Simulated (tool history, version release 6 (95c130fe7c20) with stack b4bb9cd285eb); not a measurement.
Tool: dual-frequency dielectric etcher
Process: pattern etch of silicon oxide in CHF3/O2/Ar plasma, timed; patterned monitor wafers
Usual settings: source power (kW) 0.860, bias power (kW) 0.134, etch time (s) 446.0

| run | day | source power (kW) | bias power (kW) | etch time (s) | read-back reference wafer on the same gauge, depth_nm | mean etch depth across the wafer (angstrom) |
|---|---|---|---|---|---|---|
| 1 | 0.000 | 0.860 | 0.134 | 446.0 | 1070.1 | 9840 |
| 2 | 0.633 | 0.860 | 0.153 | 446.0 | 1070.1 | 10306 |
|  | 2.700 | wet clean of the chamber |
| 3 | 2.721 | 0.860 | 0.153 | 446.0 | 1070.2 | 10326 |
| 4 | 2.954 | 0.860 | 0.153 | 446.0 | 1069.2 | 10281 |
| 5 | 3.579 | 0.860 | 0.134 | 446.0 | 1070.2 | 9834 |
| 6 | 4.108 | 0.860 | 0.134 | 446.0 | 1070.8 | 9842 |
|  | 4.546 | source power generator calibrated |
| 7 | 5.121 | 0.860 | 0.134 | 446.0 | 1069.6 | 10134 |
| 8 | 7.054 | 1.010 | 0.134 | 395.5 | 1070.4 | 9597 |
| 9 | 8.192 | 1.010 | 0.115 | 446.0 | 1069.8 | 10311 |
| 10 | 9.304 | 0.860 | 0.134 | 446.0 | 1070.0 | 10071 |
| 11 | 10.083 | 1.010 | 0.134 | 395.5 | 1070.2 | 9579 |
|  | 10.583 | gauge calibrated |
| 12 | 10.642 | 1.080 | 0.146 | 350.5 | 1070.9 | 9052 |
| 13 | 11.167 | 0.760 | 0.112 | 393.0 | 1070.1 | 7873 |
| 14 | 11.958 | 0.860 | 0.166 | 446.0 | 1070.1 | 10891 |
| 15 | 12.871 | 0.860 | 0.121 | 409.0 | 1070.1 | 8923 |
| 16 | 14.004 | 0.860 | 0.106 | 485.5 | 1070.2 | 10117 |
| 17 | 14.975 | 0.860 | 0.134 | 446.0 | 1069.9 | 10070 |
| 18 | 15.854 | 0.750 | 0.153 | 446.0 | 1069.9 | 9885 |
|  | 19.642 | upper electrode replaced, of another model than before |
| 19 | 19.662 | 0.860 | 0.134 | 446.0 | 1069.8 | 10091 |
| 20 | 22.467 | 0.860 | 0.134 | 446.0 | 1070.0 | 10043 |
|  | 22.767 | bias power generator calibrated |
| 21 | 23.825 | 0.860 | 0.134 | 446.0 | 1070.7 | 10071 |
|  | 25.692 | wet clean of the chamber |
| 22 | 25.712 | 0.860 | 0.159 | 316.0 | 1069.4 | 7453 |
| 23 | 26.279 | 0.860 | 0.134 | 543.5 | 1070.3 | 12191 |
| 24 | 27.554 | 0.710 | 0.134 | 446.0 | 1069.5 | 8509 |
| 25 | 28.333 | 0.770 | 0.105 | 446.0 | 1069.4 | 8603 |
| 26 | 29.150 | 0.860 | 0.134 | 553.0 | 1069.7 | 12417 |
| 27 | 33.542 | 0.700 | 0.103 | 493.0 | 1069.9 | 8584 |
| 28 | 34.638 | 1.000 | 0.114 | 446.0 | 1070.4 | 10738 |

Each row is a separate what-if for the run after 28, all from the same tool condition, not one after another. Results?
| A | 34.658 | 0.860 | 0.134 | 446.0 | ? | ? |
| B | 34.658 | 0.940 | 0.116 | 369.0 | ? | ? |
| C | 34.658 | 0.950 | 0.149 | 397.5 | ? | ? |
| D | 34.658 | 0.860 | 0.167 | 446.0 | ? | ? |
| E | 34.658 | 0.860 | 0.109 | 575.5 | ? | ? |

| run | read-back reference wafer on the same gauge, depth_nm | mean etch depth across the wafer (angstrom) |
|---|---|---|
| A | 1069.8 | 10045 |
| B | 1069.8 | 8559 |
| C | 1069.8 | 9929 |
| D | 1069.8 | 10686 |
| E | 1069.8 | 12280 |
Take away the tool's hidden state, keep each run's random variation, and the runs would have read:
| run | mean etch depth across the wafer (angstrom) |
|---|---|
| A | 10109 |
| B | 8614 |
| C | 9992 |
| D | 10753 |
| E | 12359 |
